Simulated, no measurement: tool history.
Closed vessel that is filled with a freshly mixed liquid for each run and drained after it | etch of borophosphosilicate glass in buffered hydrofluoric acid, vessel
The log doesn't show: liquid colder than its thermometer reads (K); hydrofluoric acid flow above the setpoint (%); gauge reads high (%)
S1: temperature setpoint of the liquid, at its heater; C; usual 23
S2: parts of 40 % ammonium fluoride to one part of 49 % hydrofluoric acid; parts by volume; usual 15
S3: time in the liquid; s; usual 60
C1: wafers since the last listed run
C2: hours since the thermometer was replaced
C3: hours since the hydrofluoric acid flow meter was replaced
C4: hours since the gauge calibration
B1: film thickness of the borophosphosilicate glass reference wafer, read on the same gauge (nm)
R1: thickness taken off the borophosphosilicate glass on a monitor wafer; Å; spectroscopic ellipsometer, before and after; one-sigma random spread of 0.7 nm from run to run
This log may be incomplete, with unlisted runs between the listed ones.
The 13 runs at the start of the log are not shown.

run    hour    S1    S2  S3     C1     C2     C3      C4      B1      R1
 14     764    23    15  60   5325  788.7    674     110     100  1327.3
 15   800.1  24.5    13  90   4643  824.8  710.1   146.1     100    2524
 16   838.6    23  20.5  60   4952  863.3  748.6   184.6     100   980.1
 17   887.5  24.5  16.5  90   6289  912.2  797.5   233.5     100  1975.1
      904.1  -- hydrofluoric acid flow meter replaced
     1059.9  -- thermometer replaced
 18  1067.5  26.5    15  60  22895    7.6  163.4   413.5   99.97  1618.8
 19  1137.4    23    15  60   8990   77.5  233.3   483.4  100.02  1339.9
 20  1168.9  25.5    11  45   4051    109  264.8   514.9   99.98  1565.6
 21  1198.1  21.5    13  35   3755  138.2    294   544.1   99.99   836.9
 22  1224.4    23    15  60   3382  164.5  320.3   570.4     100  1340.8
 23  1283.2    21    21  40   7563  223.3  379.1   629.2     100     577
 24  1340.4    23  16.5  85   7357  280.5  436.3   686.4  100.01  1734.5
 25  1555.9  27.5  20.5  70  27718    496  651.8   901.9     100  1470.4
 26  1623.3    23    13  80   8669  563.4  719.2   969.3  100.01  2049.6
 27  1691.3    23    15  60   8746  631.4  787.2  1037.3   99.99  1354.8
 28  1746.8    25  18.5  45   7138  686.9  842.7  1092.8  100.01   919.6
 29  1799.9  21.5   9.5  60   6830    740  895.8  1145.9   99.99  1890.7
 30  1826.2    23    15  60   3382  766.3  922.1  1172.2  100.01    1352
 31  1853.2  18.5    15  60   3472  793.3  949.1  1199.2  100.02  1055.4
     1868.3  -- hydrofluoric acid flow meter replaced
 32  1909.8    23    15  40   7151  849.9   41.5  1255.8   99.98   844.1

Consider 3 possible next runs. They are alternatives, not a sequence: every one starts from the tool as it was left by run 32. What does each give?
  A  1910.5    23    10  60  90  850.6  42.2  1256.5   ?   ?
  B  1910.5  20.5  18.5  70  90  850.6  42.2  1256.5   ?   ?
  C  1910.5  21.5    15  60  90  850.6  42.2  1256.5   ?   ?

run      B1      R1
  A  100.02  1870.6
  B  100.02    1039
  C  100.02  1158.5
Without the tool's unlogged condition, the same runs would have read:
run      R1
  A  1969.1
  B  1092.1
  C  1217.3

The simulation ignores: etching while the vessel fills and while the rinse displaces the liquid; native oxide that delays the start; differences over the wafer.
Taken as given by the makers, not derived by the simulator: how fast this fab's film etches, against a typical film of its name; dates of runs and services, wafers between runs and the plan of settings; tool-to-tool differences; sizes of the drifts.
